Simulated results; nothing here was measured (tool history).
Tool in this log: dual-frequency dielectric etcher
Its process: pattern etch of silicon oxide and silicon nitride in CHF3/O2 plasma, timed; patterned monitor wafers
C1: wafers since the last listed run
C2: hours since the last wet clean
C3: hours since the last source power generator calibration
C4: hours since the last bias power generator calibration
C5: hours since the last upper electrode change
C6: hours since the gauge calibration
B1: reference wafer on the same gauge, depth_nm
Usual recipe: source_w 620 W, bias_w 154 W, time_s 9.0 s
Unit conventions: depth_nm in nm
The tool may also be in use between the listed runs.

{"run": 1, "day": 0.0, "source_w": 620, "bias_w": 129, "time_s": 9.0, "C1": 0, "C2": 181.6, "C3": 2501.2, "C4": 1404.4, "C5": 4332.7, "C6": 14.4, "B1": 13.1, "depth_nm": 12.33}
{"run": 2, "day": 3.562, "source_w": 620, "bias_w": 154, "time_s": 9.0, "C1": 1070, "C2": 267.1, "C3": 2586.7, "C4": 1489.9, "C5": 4418.2, "C6": 99.9, "B1": 13.11, "depth_nm": 13.2}
{"run": 3, "day": 7.075, "source_w": 620, "bias_w": 154, "time_s": 9.0, "C1": 1055, "C2": 351.4, "C3": 2671.0, "C4": 1574.2, "C5": 4502.5, "C6": 184.2, "B1": 13.1, "depth_nm": 13.2}
{"run": 4, "day": 9.238, "source_w": 620, "bias_w": 154, "time_s": 9.0, "C1": 649, "C2": 403.3, "C3": 2722.9, "C4": 1626.1, "C5": 4554.4, "C6": 236.1, "B1": 13.09, "depth_nm": 13.22}
{"run": 5, "day": 11.729, "source_w": 620, "bias_w": 154, "time_s": 9.0, "C1": 748, "C2": 463.1, "C3": 2782.7, "C4": 1685.9, "C5": 4614.2, "C6": 295.9, "B1": 13.11, "depth_nm": 13.24}
{"day": 15.138, "done": "wet clean of the chamber"}
{"run": 6, "day": 15.483, "source_w": 620, "bias_w": 154, "time_s": 9.0, "C1": 827, "C2": 8.3, "C3": 2872.8, "C4": 1776.0, "C5": 4704.3, "C6": 386.0, "B1": 13.1, "depth_nm": 12.79}
{"run": 7, "day": 17.479, "source_w": 620, "bias_w": 154, "time_s": 9.0, "C1": 599, "C2": 56.2, "C3": 2920.7, "C4": 1823.9, "C5": 4752.2, "C6": 433.9, "B1": 13.09, "depth_nm": 12.76}
{"run": 8, "day": 21.5, "source_w": 620, "bias_w": 154, "time_s": 9.0, "C1": 1208, "C2": 152.7, "C3": 3017.2, "C4": 1920.4, "C5": 4848.7, "C6": 530.4, "B1": 13.1, "depth_nm": 12.9}
{"run": 9, "day": 23.167, "source_w": 620, "bias_w": 154, "time_s": 8.0, "C1": 500, "C2": 192.7, "C3": 3057.2, "C4": 1960.4, "C5": 4888.7, "C6": 570.4, "B1": 13.1, "depth_nm": 11.53}
{"day": 23.825, "done": "bias power generator calibrated"}
{"day": 24.496, "done": "source power generator calibrated"}
{"run": 10, "day": 25.179, "source_w": 620, "bias_w": 154, "time_s": 9.0, "C1": 504, "C2": 241.0, "C3": 16.4, "C4": 32.5, "C5": 4937.0, "C6": 618.7, "B1": 13.1, "depth_nm": 12.99}
{"run": 11, "day": 28.883, "source_w": 620, "bias_w": 154, "time_s": 9.0, "C1": 1113, "C2": 329.9, "C3": 105.3, "C4": 121.4, "C5": 5025.9, "C6": 707.6, "B1": 13.1, "depth_nm": 13.02}
{"run": 12, "day": 31.329, "source_w": 620, "bias_w": 154, "time_s": 11.0, "C1": 735, "C2": 388.6, "C3": 164.0, "C4": 180.1, "C5": 5084.6, "C6": 766.3, "B1": 13.11, "depth_nm": 16.19}
{"run": 13, "day": 34.375, "source_w": 510, "bias_w": 165, "time_s": 7.0, "C1": 915, "C2": 461.7, "C3": 237.1, "C4": 253.2, "C5": 5157.7, "C6": 839.4, "B1": 13.1, "depth_nm": 9.51}
{"run": 14, "day": 37.817, "source_w": 720, "bias_w": 182, "time_s": 11.5, "C1": 1034, "C2": 544.3, "C3": 319.7, "C4": 335.8, "C5": 5240.3, "C6": 922.0, "B1": 13.1, "depth_nm": 19.25}
{"day": 38.188, "done": "gauge calibrated"}
{"day": 41.208, "done": "wet clean of the chamber"}
{"run": 15, "day": 41.904, "source_w": 710, "bias_w": 142, "time_s": 10.5, "C1": 927, "C2": 16.7, "C3": 417.8, "C4": 433.9, "C5": 5338.4, "C6": 89.2, "B1": 13.11, "depth_nm": 15.61}
{"day": 43.662, "done": "upper electrode replaced"}
{"run": 16, "day": 50.458, "source_w": 670, "bias_w": 117, "time_s": 7.5, "C1": 2270, "C2": 222.0, "C3": 623.1, "C4": 639.2, "C5": 163.1, "C6": 294.5, "B1": 13.09, "depth_nm": 10.25}
{"run": 17, "day": 54.8, "source_w": 730, "bias_w": 154, "time_s": 9.0, "C1": 1304, "C2": 326.2, "C3": 727.3, "C4": 743.4, "C5": 267.3, "C6": 398.7, "B1": 13.09, "depth_nm": 14.17}

Entry by entry between the runs, the difference in hidden state between the last listed run before and the first listed run after:
After run 5, before run 6: wet clean of the chamber (day 15.138)
  etch rate over this chamber's usual, %: 4.48 -> 0.479
  measured less the result without the state, depth_nm: +0.57 -> +0.06 nm
After run 9, before run 10: bias power generator calibrated (day 23.825); source power generator calibrated (day 24.496)
  etch rate over this chamber's usual, %: 1.88 -> 2.25
  measured less the result without the state, depth_nm: +0.21 -> +0.29 nm
After run 14, before run 15: gauge calibrated (day 38.188); wet clean of the chamber (day 41.208)
  etch rate over this chamber's usual, %: 4.55 -> 0.633
  measured less the result without the state, depth_nm: +0.84 -> +0.10 nm
After run 15, before run 16: upper electrode replaced (day 43.662)
  etch rate over this chamber's usual, %: 0.633 -> 2.19
  measured less the result without the state, depth_nm: +0.10 -> +0.22 nm
